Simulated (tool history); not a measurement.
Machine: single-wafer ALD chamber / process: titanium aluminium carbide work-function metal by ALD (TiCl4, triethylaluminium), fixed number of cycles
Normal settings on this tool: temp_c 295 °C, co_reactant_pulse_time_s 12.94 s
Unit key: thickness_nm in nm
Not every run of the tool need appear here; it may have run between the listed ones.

| run | hour | temp_c | co_reactant_pulse_time_s | wafers since the last listed run | hours since the last thermocouple change | hours since the last triethylaluminium bottle change | hours since the showerhead was replaced | hours since the gauge calibration | read-back reference wafer on the same gauge, thickness_nm | thickness_nm |
|---|---|---|---|---|---|---|---|---|---|---|
| 1 | 0.0 | 286 | 12.94 | 0 | 1418.5 | 1578.6 | 2652.3 | 1674.3 | 2.240 | 1.921 |
| 2 | 34.0 | 295 | 12.94 | 510 | 1452.5 | 1612.6 | 2686.3 | 1708.3 | 2.240 | 2.006 |
| 3 | 84.6 | 295 | 12.94 | 760 | 1503.1 | 1663.2 | 2736.9 | 1758.9 | 2.242 | 2.000 |
|  | 118.1 | gauge calibrated |
| 4 | 154.0 | 288 | 16.60 | 1042 | 1572.5 | 1732.6 | 2806.3 | 35.9 | 2.242 | 1.954 |
| 5 | 225.1 | 288 | 16.60 | 1068 | 1643.6 | 1803.7 | 2877.4 | 107.0 | 2.242 | 1.966 |
|  | 236.6 | triethylaluminium bottle replaced |
| 6 | 280.7 | 288 | 16.60 | 715 | 1699.2 | 44.1 | 2933.0 | 162.6 | 2.242 | 1.951 |
| 7 | 320.4 | 295 | 12.94 | 596 | 1738.9 | 83.8 | 2972.7 | 202.3 | 2.240 | 2.011 |
| 8 | 344.5 | 295 | 12.94 | 362 | 1763.0 | 107.9 | 2996.8 | 226.4 | 2.241 | 1.995 |
| 9 | 389.8 | 295 | 12.94 | 680 | 1808.3 | 153.2 | 3042.1 | 271.7 | 2.242 | 2.012 |
| 10 | 459.9 | 305 | 12.94 | 1053 | 1878.4 | 223.3 | 3112.2 | 341.8 | 2.240 | 2.076 |
| 11 | 509.7 | 295 | 9.44 | 748 | 1928.2 | 273.1 | 3162.0 | 391.6 | 2.242 | 1.969 |
| 12 | 578.2 | 284 | 10.01 | 1029 | 1996.7 | 341.6 | 3230.5 | 460.1 | 2.239 | 1.883 |
| 13 | 611.1 | 295 | 12.94 | 494 | 2029.6 | 374.5 | 3263.4 | 493.0 | 2.239 | 1.998 |
|  | 639.2 | thermocouple changed; heater temperature recalibrated |
| 14 | 661.3 | 295 | 12.94 | 634 | 22.1 | 424.7 | 3313.6 | 543.2 | 2.241 | 1.911 |
| 15 | 700.1 | 306 | 14.50 | 583 | 60.9 | 463.5 | 3352.4 | 582.0 | 2.240 | 2.002 |
| 16 | 765.3 | 309 | 8.13 | 979 | 126.1 | 528.7 | 3417.6 | 647.2 | 2.241 | 1.965 |
| 17 | 837.0 | 286 | 12.94 | 1077 | 197.8 | 600.4 | 3489.3 | 718.9 | 2.238 | 1.838 |
| 18 | 866.7 | 295 | 12.94 | 446 | 227.5 | 630.1 | 3519.0 | 748.6 | 2.240 | 1.914 |
| 19 | 924.1 | 302 | 15.72 | 862 | 284.9 | 687.5 | 3576.4 | 806.0 | 2.236 | 1.977 |
| 20 | 961.2 | 282 | 9.89 | 557 | 322.0 | 724.6 | 3613.5 | 843.1 | 2.238 | 1.787 |
|  | 987.6 | showerhead replaced |
| 21 | 987.9 | 287 | 9.30 | 281 | 348.7 | 751.3 | 0.3 | 869.8 | 2.244 | 1.818 |
|  | 1037.9 | thermocouple changed; heater temperature recalibrated, repeated, since the last time left the tool worse |
| 22 | 1038.4 | 289 | 12.94 | 638 | 0.5 | 801.8 | 50.8 | 920.3 | 2.241 | 1.921 |
| 23 | 1081.8 | 286 | 8.85 | 652 | 43.9 | 845.2 | 94.2 | 963.7 | 2.240 | 1.861 |
| 24 | 1124.9 | 295 | 12.94 | 647 | 87.0 | 888.3 | 137.3 | 1006.8 | 2.242 | 1.975 |
| 25 | 1165.2 | 295 | 12.94 | 605 | 127.3 | 928.6 | 177.6 | 1047.1 | 2.235 | 1.977 |
| 26 | 1227.5 | 286 | 14.56 | 936 | 189.6 | 990.9 | 239.9 | 1109.4 | 2.240 | 1.893 |
| 27 | 1289.7 | 295 | 16.85 | 934 | 251.8 | 1053.1 | 302.1 | 1171.6 | 2.241 | 1.998 |
| 28 | 1348.0 | 304 | 14.86 | 876 | 310.1 | 1111.4 | 360.4 | 1229.9 | 2.242 | 2.060 |
| 29 | 1389.9 | 295 | 12.94 | 629 | 352.0 | 1153.3 | 402.3 | 1271.8 | 2.239 | 1.985 |
| 30 | 1432.1 | 302 | 10.60 | 634 | 394.2 | 1195.5 | 444.5 | 1314.0 | 2.236 | 2.012 |
| 31 | 1479.2 | 300 | 9.28 | 707 | 441.3 | 1242.6 | 491.6 | 1361.1 | 2.240 | 1.995 |
| 32 | 1516.7 | 295 | 12.94 | 563 | 478.8 | 1280.1 | 529.1 | 1398.6 | 2.239 | 1.983 |

Take each entry between the runs: how does the hidden state at the last listed run before it differ from the hidden state at the first listed run after it?
In the gap between runs 3 and 4: gauge calibrated (hour 118.1)
  wafer temperature above the value expected at the setpoint (K): 4.12 -> 4.16
  what was measured, less what the result would be without the hidden state, thickness_nm: +0.034 -> +0.035 nm
In the gap between runs 5 and 6: triethylaluminium bottle replaced (hour 236.6)
  wafer temperature above the value expected at the setpoint (K): 4.2 -> 4.23
  what was measured, less what the result would be without the hidden state, thickness_nm: +0.035 -> +0.035 nm
In the gap between runs 13 and 14: thermocouple changed; heater temperature recalibrated (hour 639.2)
  wafer temperature above the value expected at the setpoint (K): 4.37 -> -7.69
  what was measured, less what the result would be without the hidden state, thickness_nm: +0.036 -> -0.064 nm
In the gap between runs 20 and 21: showerhead replaced (hour 987.6)
  wafer temperature above the value expected at the setpoint (K): -6.25 -> -6.15
  what was measured, less what the result would be without the hidden state, thickness_nm: -0.050 -> -0.049 nm
In the gap between runs 21 and 22: thermocouple changed; heater temperature recalibrated, repeated, since the last time left the tool worse (hour 1037.9)
  wafer temperature above the value expected at the setpoint (K): -6.15 -> 0.0191
  what was measured, less what the result would be without the hidden state, thickness_nm: -0.049 -> +0.000 nm
